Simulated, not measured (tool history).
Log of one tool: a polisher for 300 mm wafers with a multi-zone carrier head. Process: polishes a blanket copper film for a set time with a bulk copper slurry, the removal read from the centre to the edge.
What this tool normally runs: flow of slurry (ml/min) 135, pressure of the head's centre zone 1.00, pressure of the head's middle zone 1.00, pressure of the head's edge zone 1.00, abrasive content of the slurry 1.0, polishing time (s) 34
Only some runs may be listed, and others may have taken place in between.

run	hour	flow of slurry (ml/min)	pressure of the head's centre zone	pressure of the head's middle zone	pressure of the head's edge zone	abrasive content of the slurry	polishing time (s)	wafers since the last listed run	wafers polished on this pad	hours since the slurry nozzle was cleaned	hours since the centre zone pressure was calibrated	hours since the edge zone pressure was calibrated	hours since the carrier head's membrane was replaced	incoming thickness of the incoming film, nm	film removed at the wafer's centre (nm)	film removed at mid-radius (nm)	film removed at the wafer's edge (nm)
1	0.0	155	1.00	1.00	1.00	1.0	43	0	195	210.5	596.4	492.4	852.7	2323.1	385.5	394.3	396.0
# hour 4.6: edge zone pressure recalibrated
2	17.2	155	1.00	1.00	1.00	1.0	43	164	359	227.7	613.6	12.6	869.9	2310.0	382.9	388.3	386.6
3	49.0	135	1.09	1.00	1.00	1.0	34	343	702	259.5	645.4	44.4	901.7	2327.9	318.5	299.1	301.8
4	63.9	135	1.00	1.00	1.00	1.0	34	160	863	274.4	660.3	59.3	916.6	2333.8	280.6	296.2	287.7
5	78.6	135	1.05	1.00	1.00	1.0	34	158	1022	289.1	675.0	74.0	931.3	2364.0	303.0	297.1	295.5
6	113.4	135	1.09	1.00	1.00	1.0	34	375	1397	323.9	709.8	108.8	966.1	2347.7	309.9	292.2	297.1
# hour 130.3: centre zone pressure recalibrated
7	132.0	135	0.91	1.00	1.00	1.0	34	179	1576	342.5	1.7	127.4	984.7	2338.9	257.7	294.2	297.0
8	158.5	135	1.00	1.05	1.03	1.0	29	286	1862	369.0	28.2	153.9	1011.2	2323.7	237.8	256.6	254.0
9	170.5	135	1.00	1.00	1.00	1.0	34	129	1992	381.0	40.2	165.9	1023.2	2359.2	278.1	289.8	290.7
# hour 182.6: worn pad replaced by a new one
# hour 204.2: slurry nozzle cleaned
10	204.7	135	1.00	1.00	1.05	1.0	34	315	227	0.5	74.4	200.1	1057.4	2344.7	297.0	309.1	309.1
11	222.0	90	1.00	1.00	1.05	1.1	23	186	414	17.8	91.7	217.4	1074.7	2351.0	181.8	190.6	197.9
# hour 242.6: carrier head's membrane replaced by a new one
12	244.6	135	0.95	1.00	1.00	1.0	34	189	604	40.4	114.3	240.0	2.0	2311.3	282.6	306.1	305.7
13	261.6	135	1.00	1.00	1.00	1.0	43	183	787	57.4	131.3	257.0	19.0	2340.3	376.9	388.7	385.9
14	322.9	135	1.00	1.00	1.00	1.0	34	661	1449	118.7	192.6	318.3	80.3	2388.2	298.7	305.8	291.7
15	355.7	135	1.00	1.00	1.00	1.0	34	354	1803	151.5	225.4	351.1	113.1	2354.7	294.7	302.4	301.5
16	390.3	105	1.00	0.96	1.00	1.1	40	373	2176	186.1	260.0	385.7	147.7	2331.1	322.8	325.5	333.0
# hour 415.7: worn pad replaced by a new one
17	425.8	135	1.00	1.05	1.00	1.0	34	339	108	221.6	295.5	421.2	183.2	2319.1	286.1	312.3	298.3
18	454.7	150	1.00	1.10	1.05	1.0	40	311	420	250.5	324.4	450.1	212.1	2368.7	349.2	387.6	358.0
# hour 473.0: edge zone pressure recalibrated
19	475.3	135	1.00	1.04	1.00	1.0	34	200	621	271.1	345.0	2.3	232.7	2331.3	283.0	303.8	294.4
20	509.0	135	0.92	1.00	1.00	1.0	34	363	985	304.8	378.7	36.0	266.4	2344.0	257.6	296.0	286.6
21	536.6	115	1.00	0.93	1.00	1.0	34	297	1283	332.4	406.3	63.6	294.0	2366.1	266.9	263.3	285.8
22	571.2	100	1.00	1.04	1.00	1.0	41	373	1656	367.0	440.9	98.2	328.6	2365.7	300.6	325.5	323.7

Consider 3 possible next runs. They are alternatives, not a sequence: every one starts from the tool as it was left by run 22. What does each give?
A	571.6	135	1.00	1.00	1.00	1.0	34	4	1661	367.4	441.3	98.6	329.0	2340.3	?	?	?
B	571.6	135	1.00	0.88	1.00	1.0	34	4	1661	367.4	441.3	98.6	329.0	2340.3	?	?	?
C	571.6	135	1.00	1.00	1.08	1.0	24	4	1661	367.4	441.3	98.6	329.0	2340.3	?	?	?

run	film removed at the wafer's centre (nm)	film removed at mid-radius (nm)	film removed at the wafer's edge (nm)
A	284.0	292.8	294.0
B	283.7	264.5	294.5
C	200.4	206.7	215.5
With no hidden state in the tool, these same runs would have given:
run	film removed at the wafer's centre (nm)	film removed at mid-radius (nm)	film removed at the wafer's edge (nm)
A	304.7	311.5	306.9
B	304.5	281.4	307.4
C	215.1	219.9	225.0

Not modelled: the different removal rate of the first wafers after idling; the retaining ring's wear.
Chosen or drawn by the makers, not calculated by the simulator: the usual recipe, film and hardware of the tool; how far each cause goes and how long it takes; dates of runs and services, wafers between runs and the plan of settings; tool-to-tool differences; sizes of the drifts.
